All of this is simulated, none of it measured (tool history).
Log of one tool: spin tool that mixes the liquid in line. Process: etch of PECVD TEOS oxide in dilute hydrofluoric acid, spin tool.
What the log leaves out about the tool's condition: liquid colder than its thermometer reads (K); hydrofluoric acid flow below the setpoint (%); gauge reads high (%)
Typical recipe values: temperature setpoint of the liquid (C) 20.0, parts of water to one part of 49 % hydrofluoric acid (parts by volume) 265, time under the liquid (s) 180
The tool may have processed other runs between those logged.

| run | day | temperature setpoint of the liquid (C) | parts of water to one part of 49 % hydrofluoric acid (parts by volume) | time under the liquid (s) | wafers since the last listed run | hours since the thermometer was replaced | hours since the hydrofluoric acid flow meter was replaced | hours since the gauge calibration | read-back film thickness of the PECVD TEOS oxide reference wafer, read on the same gauge (nm) | thickness taken off the PECVD TEOS oxide on a monitor wafer (Å) |
|---|---|---|---|---|---|---|---|---|---|---|
| 1 | 0.000 | 20.0 | 265 | 180 | 0 | 348.6 | 1625.2 | 837.6 | 30.02 | 108.2 |
|  | 1.858 | hydrofluoric acid flow meter replaced |
| 2 | 1.908 | 20.0 | 265 | 180 | 220 | 394.4 | 1.2 | 883.4 | 30.00 | 108.3 |
| 3 | 3.692 | 20.0 | 265 | 180 | 210 | 437.2 | 44.0 | 926.2 | 29.96 | 108.0 |
| 4 | 5.267 | 20.0 | 265 | 180 | 185 | 475.0 | 81.8 | 964.0 | 29.98 | 108.9 |
| 5 | 17.621 | 20.0 | 265 | 180 | 1457 | 771.5 | 378.3 | 1260.5 | 29.99 | 107.5 |
|  | 20.117 | gauge calibrated |
| 6 | 20.146 | 20.0 | 265 | 180 | 297 | 832.1 | 438.9 | 0.7 | 29.98 | 107.3 |
| 7 | 24.162 | 20.0 | 265 | 180 | 473 | 928.5 | 535.3 | 97.1 | 29.99 | 107.4 |
| 8 | 28.267 | 20.0 | 265 | 180 | 484 | 1027.0 | 633.8 | 195.6 | 30.00 | 106.6 |
| 9 | 30.388 | 20.0 | 265 | 180 | 250 | 1077.9 | 684.7 | 246.5 | 29.98 | 107.3 |
| 10 | 34.875 | 20.0 | 265 | 180 | 529 | 1185.6 | 792.4 | 354.2 | 30.01 | 106.8 |
| 11 | 38.196 | 24.0 | 310 | 180 | 391 | 1265.3 | 872.1 | 433.9 | 30.01 | 101.0 |
| 12 | 40.538 | 24.0 | 310 | 180 | 276 | 1321.5 | 928.3 | 490.1 | 30.01 | 101.0 |
| 13 | 42.075 | 20.0 | 350 | 180 | 181 | 1358.4 | 965.2 | 527.0 | 29.99 | 73.9 |
| 14 | 43.629 | 20.0 | 265 | 180 | 183 | 1395.7 | 1002.5 | 564.3 | 29.99 | 106.8 |
| 15 | 45.350 | 17.0 | 310 | 180 | 203 | 1437.0 | 1043.8 | 605.6 | 30.01 | 78.1 |
| 16 | 48.658 | 23.0 | 265 | 130 | 390 | 1516.4 | 1123.2 | 685.0 | 29.97 | 85.7 |
| 17 | 53.000 | 20.0 | 265 | 180 | 512 | 1620.6 | 1227.4 | 789.2 | 30.01 | 105.2 |
| 18 | 54.504 | 22.0 | 320 | 95 | 177 | 1656.7 | 1263.5 | 825.3 | 29.98 | 47.3 |
| 19 | 57.867 | 20.0 | 265 | 180 | 396 | 1737.4 | 1344.2 | 906.0 | 30.00 | 105.8 |
| 20 | 59.896 | 17.0 | 265 | 180 | 239 | 1786.1 | 1392.9 | 954.7 | 29.99 | 93.6 |
| 21 | 62.171 | 17.0 | 375 | 220 | 268 | 1840.7 | 1447.5 | 1009.3 | 30.01 | 74.0 |
|  | 64.729 | hydrofluoric acid flow meter replaced |
|  | 65.100 | thermometer replaced |
|  | 67.958 | gauge calibrated |
| 22 | 69.892 | 20.0 | 265 | 230 | 901 | 115.0 | 123.9 | 46.4 | 29.99 | 140.3 |
| 23 | 72.554 | 20.0 | 265 | 180 | 314 | 178.9 | 187.8 | 110.3 | 30.03 | 108.2 |
| 24 | 76.842 | 20.0 | 265 | 180 | 505 | 281.8 | 290.7 | 213.2 | 30.00 | 109.2 |
| 25 | 81.046 | 21.5 | 355 | 180 | 495 | 382.7 | 391.6 | 314.1 | 29.98 | 78.6 |
| 26 | 84.192 | 20.0 | 265 | 180 | 371 | 458.2 | 467.1 | 389.6 | 29.97 | 108.0 |
| 27 | 86.258 | 23.0 | 140 | 285 | 243 | 507.8 | 516.7 | 439.2 | 29.99 | 412.1 |
| 28 | 87.925 | 20.0 | 330 | 280 | 196 | 547.8 | 556.7 | 479.2 | 30.03 | 128.0 |
| 29 | 91.762 | 20.0 | 265 | 180 | 452 | 639.9 | 648.8 | 571.3 | 29.99 | 107.4 |

Here are 3 independent what-if runs from the current tool condition. What would each one return?
| A | 91.783 | 20.0 | 265 | 180 | 2 | 640.4 | 649.3 | 571.8 | ? | ? |
| B | 91.783 | 17.0 | 315 | 260 | 2 | 640.4 | 649.3 | 571.8 | ? | ? |
| C | 91.783 | 23.0 | 160 | 285 | 2 | 640.4 | 649.3 | 571.8 | ? | ? |

| run | read-back film thickness of the PECVD TEOS oxide reference wafer, read on the same gauge (nm) | thickness taken off the PECVD TEOS oxide on a monitor wafer (Å) |
|---|---|---|
| A | 29.98 | 108.4 |
| B | 29.98 | 112.7 |
| C | 29.98 | 353.6 |
What these runs would have given with no unlogged condition in the tool:
| run | thickness taken off the PECVD TEOS oxide on a monitor wafer (Å) |
|---|---|
| A | 110.4 |
| B | 114.8 |
| C | 360.2 |
